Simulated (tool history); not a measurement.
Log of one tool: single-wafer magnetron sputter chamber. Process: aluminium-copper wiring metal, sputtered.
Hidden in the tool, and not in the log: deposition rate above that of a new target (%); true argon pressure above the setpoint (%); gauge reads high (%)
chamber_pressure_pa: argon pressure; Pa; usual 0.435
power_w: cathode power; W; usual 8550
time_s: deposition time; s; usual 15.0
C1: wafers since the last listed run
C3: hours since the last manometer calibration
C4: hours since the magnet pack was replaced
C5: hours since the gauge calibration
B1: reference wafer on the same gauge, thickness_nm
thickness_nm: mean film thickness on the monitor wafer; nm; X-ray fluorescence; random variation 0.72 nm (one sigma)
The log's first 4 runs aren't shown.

At day 10.533: sputter target and shields replaced.
Run 5, day 10.879: usual settings; C1 1711; wafers on the sputter target 195; C3 242.6; C4 9030.6; C5 1807.0; B1 259.879. Result: thickness_nm 220.462 nm.
Run 6, day 14.183: usual settings; C1 1858; wafers on the sputter target 2053; C3 321.9; C4 9109.9; C5 1886.3; B1 259.935. Result: thickness_nm 219.387 nm.
Run 7, day 16.350: usual settings but chamber_pressure_pa 0.319 Pa; C1 1218; wafers on the sputter target 3272; C3 373.9; C4 9161.9; C5 1938.3; B1 260.053. Result: thickness_nm 228.118 nm.
Run 8, day 18.425: usual settings but chamber_pressure_pa 0.374 Pa; C1 1167; wafers on the sputter target 4439; C3 423.7; C4 9211.7; C5 1988.1; B1 260.051. Result: thickness_nm 222.398 nm.
Run 9, day 22.767: usual settings; C1 2442; wafers on the sputter target 6882; C3 527.9; C4 9315.9; C5 2092.3; B1 259.941. Result: thickness_nm 217.589 nm.
Run 10, day 25.808: usual settings; C1 1711; wafers on the sputter target 8593; C3 600.9; C4 9388.9; C5 2165.3; B1 259.917. Result: thickness_nm 215.134 nm.
Run 11, day 27.971: usual settings but power_w 9800 W; C1 1216; wafers on the sputter target 9809; C3 652.8; C4 9440.8; C5 2217.2; B1 260.021. Result: thickness_nm 245.048 nm.
At day 30.225: magnet pack replaced, of another model than before.
Run 12, day 30.417: usual settings but power_w 9800 W; C1 1188; wafers on the sputter target 10998; C3 711.5; C4 4.6; C5 2275.9; B1 260.072. Result: thickness_nm 246.245 nm.
At day 31.000: sputter target and shields replaced.
Run 13, day 33.508: usual settings but time_s 12.9 s; C1 1551; wafers on the sputter target 1410; C3 785.7; C4 78.8; C5 2350.1; B1 260.041. Result: thickness_nm 189.173 nm.
Run 14, day 35.429: usual settings but time_s 12.9 s; C1 1080; wafers on the sputter target 2490; C3 831.8; C4 124.9; C5 2396.2; B1 259.934. Result: thickness_nm 190.078 nm.
Run 15, day 37.175: usual settings but time_s 16.0 s; C1 982; wafers on the sputter target 3473; C3 873.7; C4 166.8; C5 2438.1; B1 259.967. Result: thickness_nm 233.039 nm.
Run 16, day 40.054: usual settings but chamber_pressure_pa 0.582 Pa; C1 1619; wafers on the sputter target 5092; C3 942.8; C4 235.9; C5 2507.2; B1 259.975. Result: thickness_nm 210.512 nm.
Run 17, day 42.512: usual settings but chamber_pressure_pa 0.362 Pa; C1 1382; wafers on the sputter target 6475; C3 1001.8; C4 294.9; C5 2566.2; B1 260.090. Result: thickness_nm 221.949 nm.
Run 18, day 45.112: usual settings but time_s 16.0 s; C1 1462; wafers on the sputter target 7938; C3 1064.2; C4 357.3; C5 2628.6; B1 260.002. Result: thickness_nm 231.517 nm.
Run 19, day 48.567: usual settings but chamber_pressure_pa 0.583 Pa, time_s 17.9 s; C1 1943; wafers on the sputter target 9881; C3 1147.1; C4 440.2; C5 2711.5; B1 259.943. Result: thickness_nm 245.819 nm.
Run 20, day 52.467: usual settings but time_s 12.4 s; C1 2193; wafers on the sputter target 12075; C3 1240.7; C4 533.8; C5 2805.1; B1 259.947. Result: thickness_nm 176.146 nm.

Forecast run 21:
At day 53.654: gauge calibrated.
At day 54.517: sputter target and shields replaced.
Run 21, day 54.612: usual settings but power_w 7400 W, time_s 13.8 s; C1 1019; wafers on the sputter target 54; C3 1292.2; C4 585.3; C5 23.0; B1 ?. Result: thickness_nm ?.

{"run 21": {"B1": 259.94, "thickness_nm": 176.778}}
Without the tool's hidden state the same run would have given thickness_nm 177.525 nm.

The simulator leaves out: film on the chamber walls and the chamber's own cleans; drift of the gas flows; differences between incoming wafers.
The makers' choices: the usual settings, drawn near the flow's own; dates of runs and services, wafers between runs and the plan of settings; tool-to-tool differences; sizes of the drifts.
